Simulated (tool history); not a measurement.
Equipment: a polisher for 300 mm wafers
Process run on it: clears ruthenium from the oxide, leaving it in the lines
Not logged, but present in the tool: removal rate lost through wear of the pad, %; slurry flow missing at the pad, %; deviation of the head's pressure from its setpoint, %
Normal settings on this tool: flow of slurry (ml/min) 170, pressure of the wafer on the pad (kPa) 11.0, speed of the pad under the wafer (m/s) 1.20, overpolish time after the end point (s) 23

run     day  flow of slurry (ml/min)  pressure of the wafer on the pad (kPa)  speed of the pad under the wafer (m/s)  overpolish time after the end point (s)  wafers since the last listed run  wafers polished on this pad  hours since the slurry nozzle was cleaned  hours since the head pressure was calibrated  incoming thickness of the incoming film, nm  time until the end point was called (s)
  1   0.000                      170                                    11.0                                    1.20                                       23                                 0                         1290                                      127.7                                          31.4                                        134.3                                    121.6
  2   1.821                      170                                    11.0                                    1.20                                       23                               398                         1689                                      171.4                                          75.1                                        137.3                                    127.8
      3.079  -- worn pad replaced by a new one
  3   3.708                      170                                    11.0                                    0.90                                       23                               376                          138                                      216.7                                         120.4                                        135.1                                    145.2
  4   5.471                      170                                    11.0                                    0.90                                       23                               386                          524                                      259.0                                         162.7                                        135.2                                    156.1
      5.812  -- slurry nozzle cleaned
  5   6.833                      170                                    11.0                                    1.28                                       28                               289                          813                                       24.5                                         195.4                                        133.6                                    109.2
  6   9.067                      170                                    11.0                                    1.28                                       28                               489                         1302                                       78.1                                         249.0                                        136.6                                    111.7
     10.654  -- worn pad replaced by a new one
  7  10.796                      170                                    11.0                                    1.20                                       23                               342                           30                                      119.6                                         290.5                                        136.4                                    110.6
  8  12.100                      170                                    11.0                                    1.20                                       23                               285                          316                                      150.9                                         321.8                                        136.4                                    111.7
  9  14.333                      170                                    11.0                                    1.20                                       23                               489                          805                                      204.5                                         375.4                                        136.2                                    120.8
     14.683  -- slurry nozzle cleaned
     14.900  -- head pressure recalibrated
 10  16.783                      200                                    11.0                                    1.20                                       23                               509                         1314                                       50.4                                          45.2                                        135.7                                    115.2
 11  18.867                      200                                    11.0                                    1.20                                       23                               456                         1771                                      100.4                                          95.2                                        132.8                                    118.3
     19.733  -- worn pad replaced by a new one
 12  21.833                      170                                    11.0                                    1.20                                       23                               613                          459                                      171.6                                         166.4                                        135.0                                    117.7
 13  23.746                      170                                    11.0                                    0.96                                       23                               418                          878                                      217.5                                         212.3                                        135.6                                    152.0
     25.388  -- slurry nozzle cleaned
 14  25.712                      215                                    15.2                                    1.08                                       13                               421                         1300                                        7.8                                         259.5                                        132.4                                     93.3
 15  26.883                      115                                    11.0                                    1.20                                       13                               256                         1556                                       35.9                                         287.6                                        133.8                                    126.0
     27.717  -- worn pad replaced by a new one
 16  29.300                      170                                    11.0                                    1.20                                       35                               492                          346                                       93.9                                         345.6                                        134.7                                    112.7

Run 17, settings as shown, results not yet in. Your forecast:
     29.942  -- head pressure recalibrated
 17  32.196                      145                                    11.0                                    1.20                                       23                               615                          962                                      163.4                                          54.1                                        133.4                                        ?

time until the end point was called (s): 121.7
With the hidden condition absent and the run-to-run variation left alone, this run would have shown time until the end point was called (s) 111.8.

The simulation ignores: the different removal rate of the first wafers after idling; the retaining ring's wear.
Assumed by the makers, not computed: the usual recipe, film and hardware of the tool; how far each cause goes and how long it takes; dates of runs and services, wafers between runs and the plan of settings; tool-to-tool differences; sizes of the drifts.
